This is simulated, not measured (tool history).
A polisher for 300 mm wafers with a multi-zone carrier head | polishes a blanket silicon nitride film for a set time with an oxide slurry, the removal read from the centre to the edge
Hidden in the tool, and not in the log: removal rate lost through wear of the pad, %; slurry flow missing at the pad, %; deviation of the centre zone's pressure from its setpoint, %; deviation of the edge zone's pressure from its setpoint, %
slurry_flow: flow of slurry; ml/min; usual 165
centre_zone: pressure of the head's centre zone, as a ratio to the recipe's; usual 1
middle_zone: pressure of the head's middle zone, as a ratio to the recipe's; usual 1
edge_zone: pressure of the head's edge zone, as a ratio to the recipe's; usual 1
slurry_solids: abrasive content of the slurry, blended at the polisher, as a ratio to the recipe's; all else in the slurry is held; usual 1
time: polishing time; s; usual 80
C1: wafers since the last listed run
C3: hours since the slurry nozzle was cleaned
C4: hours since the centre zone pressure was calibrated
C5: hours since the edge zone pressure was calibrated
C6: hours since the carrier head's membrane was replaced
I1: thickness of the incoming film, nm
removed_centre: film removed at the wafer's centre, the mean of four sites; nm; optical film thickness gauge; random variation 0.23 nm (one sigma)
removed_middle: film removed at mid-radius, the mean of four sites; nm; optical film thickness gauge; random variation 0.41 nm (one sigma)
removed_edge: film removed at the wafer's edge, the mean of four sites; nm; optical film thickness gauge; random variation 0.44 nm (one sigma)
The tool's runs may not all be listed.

Run 1, hour 0: usual settings; C1 0; wafers polished on this pad 950; C3 441.7; C4 198.7; C5 568.7; C6 152.9; I1 439. Result: removed_centre 28 nm, removed_middle 27.9 nm, removed_edge 28.3 nm.
At hour 34.9: worn pad replaced by a new one.
Run 2, hour 62.9: usual settings; C1 329; wafers polished on this pad 156; C3 504.6; C4 261.6; C5 631.6; C6 215.8; I1 431.1. Result: removed_centre 27.7 nm, removed_middle 27.8 nm, removed_edge 28.4 nm.
At hour 73.2: edge zone pressure recalibrated.
Run 3, hour 133.9: usual settings; C1 386; wafers polished on this pad 543; C3 575.6; C4 332.6; C5 60.7; C6 286.8; I1 420. Result: removed_centre 27.8 nm, removed_middle 28 nm, removed_edge 27.5 nm.
Run 4, hour 167.3: usual settings but slurry_flow 185 ml/min; C1 187; wafers polished on this pad 730; C3 609; C4 366; C5 94.1; C6 320.2; I1 435.7. Result: removed_centre 28.4 nm, removed_middle 28.8 nm, removed_edge 28 nm.
Run 5, hour 217.3: usual settings but slurry_flow 185 ml/min; C1 280; wafers polished on this pad 1010; C3 659; C4 416; C5 144.1; C6 370.2; I1 426.8. Result: removed_centre 28.3 nm, removed_middle 28 nm, removed_edge 28.5 nm.
Run 6, hour 266.5: usual settings but slurry_flow 185 ml/min; C1 275; wafers polished on this pad 1285; C3 708.2; C4 465.2; C5 193.3; C6 419.4; I1 430.2. Result: removed_centre 28.7 nm, removed_middle 27.8 nm, removed_edge 27.5 nm.
At hour 289.5: worn pad replaced by a new one.
Run 7, hour 313.2: usual settings; C1 239; wafers polished on this pad 132; C3 754.9; C4 511.9; C5 240; C6 466.1; I1 433.6. Result: removed_centre 26.6 nm, removed_middle 26.5 nm, removed_edge 27.3 nm.
At hour 314.8: slurry nozzle cleaned.
Run 8, hour 359.5: usual settings; C1 253; wafers polished on this pad 386; C3 44.7; C4 558.2; C5 286.3; C6 512.4; I1 431.3. Result: removed_centre 29.6 nm, removed_middle 29.9 nm, removed_edge 29.2 nm.
Run 9, hour 392.7: usual settings but centre_zone 0.94, slurry_solids 1.2; C1 185; wafers polished on this pad 572; C3 77.9; C4 591.4; C5 319.5; C6 545.6; I1 426.4. Result: removed_centre 30.4 nm, removed_middle 31.1 nm, removed_edge 31.5 nm.
Run 10, hour 462.8: usual settings but slurry_flow 140 ml/min, middle_zone 0.9, time 61 s; C1 392; wafers polished on this pad 964; C3 148; C4 661.5; C5 389.6; C6 615.7; I1 426.2. Result: removed_centre 21.7 nm, removed_middle 19.4 nm, removed_edge 21.5 nm.
At hour 475.4: centre zone pressure recalibrated.
Run 11, hour 528: usual settings; C1 353; wafers polished on this pad 1318; C3 213.2; C4 52.6; C5 454.8; C6 680.9; I1 423.4. Result: removed_centre 28.2 nm, removed_middle 27.9 nm, removed_edge 28.4 nm.
At hour 563: worn pad replaced by a new one.
Run 12, hour 599.9: usual settings; C1 380; wafers polished on this pad 206; C3 285.1; C4 124.5; C5 526.7; C6 752.8; I1 434.1. Result: removed_centre 27.7 nm, removed_middle 28.2 nm, removed_edge 28.9 nm.
At hour 621.5: edge zone pressure recalibrated.
Run 13, hour 664.1: usual settings but middle_zone 0.93, edge_zone 0.9, time 97 s; C1 348; wafers polished on this pad 555; C3 349.3; C4 188.7; C5 42.6; C6 817; I1 423.1. Result: removed_centre 33.7 nm, removed_middle 32.7 nm, removed_edge 32.7 nm.
Run 14, hour 688.2: usual settings but slurry_flow 145 ml/min, edge_zone 1.03, slurry_solids 1.15, time 90 s; C1 134; wafers polished on this pad 690; C3 373.4; C4 212.8; C5 66.7; C6 841.1; I1 424. Result: removed_centre 31.5 nm, removed_middle 32.3 nm, removed_edge 32.9 nm.
At hour 712.2: carrier head's membrane replaced by a new one.
Run 15, hour 756.5: usual settings but slurry_flow 145 ml/min, centre_zone 1.1, slurry_solids 0.85, time 63 s; C1 354; wafers polished on this pad 1044; C3 441.7; C4 281.1; C5 135; C6 44.3; I1 429.3. Result: removed_centre 21.2 nm, removed_middle 19.9 nm, removed_edge 20.7 nm.
At hour 801.3: worn pad replaced by a new one.
Run 16, hour 816.7: usual settings but time 63 s; C1 314; wafers polished on this pad 86; C3 501.9; C4 341.3; C5 195.2; C6 104.5; I1 421.8. Result: removed_centre 21.5 nm, removed_middle 21.6 nm, removed_edge 22.2 nm.
Run 17, hour 864.8: usual settings; C1 269; wafers polished on this pad 355; C3 550; C4 389.4; C5 243.3; C6 152.6; I1 436.2. Result: removed_centre 27.1 nm, removed_middle 27.4 nm, removed_edge 28.2 nm.
Run 18, hour 909.1: usual settings but edge_zone 1.04; C1 248; wafers polished on this pad 604; C3 594.3; C4 433.7; C5 287.6; C6 196.9; I1 432.5. Result: removed_centre 27.2 nm, removed_middle 27 nm, removed_edge 27.6 nm.
Run 19, hour 949.8: usual settings but centre_zone 1.05, middle_zone 0.96; C1 227; wafers polished on this pad 831; C3 635; C4 474.4; C5 328.3; C6 237.6; I1 432.8. Result: removed_centre 28.1 nm, removed_middle 25.6 nm, removed_edge 27.1 nm.
Run 20, hour 980.3: usual settings but centre_zone 0.93, edge_zone 0.93; C1 170; wafers polished on this pad 1002; C3 665.5; C4 504.9; C5 358.8; C6 268.1; I1 430.6. Result: removed_centre 25.4 nm, removed_middle 26.7 nm, removed_edge 26.7 nm.
Run 21, hour 1035.4: usual settings but slurry_flow 140 ml/min, slurry_solids 1.25; C1 308; wafers polished on this pad 1311; C3 720.6; C4 560; C5 413.9; C6 323.2; I1 430.3. Result: removed_centre 27.1 nm, removed_middle 27.1 nm, removed_edge 28.7 nm.
At hour 1044.3: worn pad replaced by a new one.
Run 22, hour 1074.2: usual settings but middle_zone 1.06, edge_zone 1.1; C1 194; wafers polished on this pad 167; C3 759.4; C4 598.8; C5 452.7; C6 362; I1 427.3. Result: removed_centre 26.5 nm, removed_middle 27.9 nm, removed_edge 28.4 nm.

3 ways to go on from here, each from the tool as it stands after run 22. What would each give?
Run A, hour 1074.7: usual settings; C1 2; wafers polished on this pad 170; C3 759.9; C4 599.3; C5 453.2; C6 362.5; I1 426.8. Result: removed_centre ?, removed_middle ?, removed_edge ?.
Run B, hour 1074.7: usual settings but middle_zone 1.12, edge_zone 0.93; C1 2; wafers polished on this pad 170; C3 759.9; C4 599.3; C5 453.2; C6 362.5; I1 426.8. Result: removed_centre ?, removed_middle ?, removed_edge ?.
Run C, hour 1074.7: usual settings but slurry_flow 215 ml/min, time 72 s; C1 2; wafers polished on this pad 170; C3 759.9; C4 599.3; C5 453.2; C6 362.5; I1 426.8. Result: removed_centre ?, removed_middle ?, removed_edge ?.

run  removed_centre  removed_middle  removed_edge
  A            26.4            26.2          26.8
  B            26.4            28.9          25.9
  C            25.7            25.3          25.3
Without the tool's hidden state the same runs would have given:
run  removed_centre  removed_middle  removed_edge
  A            28.7            29.2          28.8
  B            28.7            32.1            28
  C            27.1            27.4          26.8
